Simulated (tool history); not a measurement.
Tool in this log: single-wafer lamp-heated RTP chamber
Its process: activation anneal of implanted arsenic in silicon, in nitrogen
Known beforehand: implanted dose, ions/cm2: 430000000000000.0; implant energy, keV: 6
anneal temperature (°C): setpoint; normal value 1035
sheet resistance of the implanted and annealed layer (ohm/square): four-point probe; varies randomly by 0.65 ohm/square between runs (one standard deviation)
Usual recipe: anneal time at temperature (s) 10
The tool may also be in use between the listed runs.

run	day	anneal temperature (°C)	anneal time at temperature (s)	read-back reference wafer on the same gauge, sheet resistance	sheet resistance of the implanted and annealed layer (ohm/square)
1	0.000	1035	10	213.17	251.41
2	1.042	1035	10	212.87	251.54
3	1.633	1035	10	212.97	252.67
4	2.146	1035	10	213.05	251.84
5	3.083	1035	10	213.00	251.27
6	4.062	1035	10	213.06	250.55
7	4.946	1035	10	213.18	250.79
# day 5.983: pyrometer window cleaned and pyrometer calibrated
8	6.354	1020	10	212.91	261.58
9	7.000	1020	10	213.05	261.59
# day 8.300: gauge calibrated
10	8.317	1035	7	212.96	261.28
# day 9.729: reflector plate cleaned
11	9.750	1049	8	213.14	253.38
12	10.579	1046	8	212.99	252.40
13	11.733	1049	7	212.89	254.67
14	12.308	1059	15	213.06	236.39
15	13.367	1054	12	213.02	241.92
16	14.471	1009	14	212.78	257.30
17	15.154	1035	12	213.10	248.21
18	16.083	1035	10	213.08	252.61
19	16.667	1035	10	213.03	252.37
# day 17.212: gauge calibrated
20	18.050	1035	10	213.04	252.79
21	19.346	1035	10	212.93	252.28

3 ways to go on from here, each from the tool as it stands after run 21. What would each give?
A	19.362	1035	14	?	?
B	19.362	1020	12	?	?
C	19.362	1007	13	?	?

run	read-back reference wafer on the same gauge, sheet resistance	sheet resistance of the implanted and annealed layer (ohm/square)
A	212.92	244.87
B	212.92	253.23
C	212.92	256.85
Without the tool's hidden state the same runs would have given:
run	sheet resistance of the implanted and annealed layer (ohm/square)
A	248.74
B	257.16
C	261.04
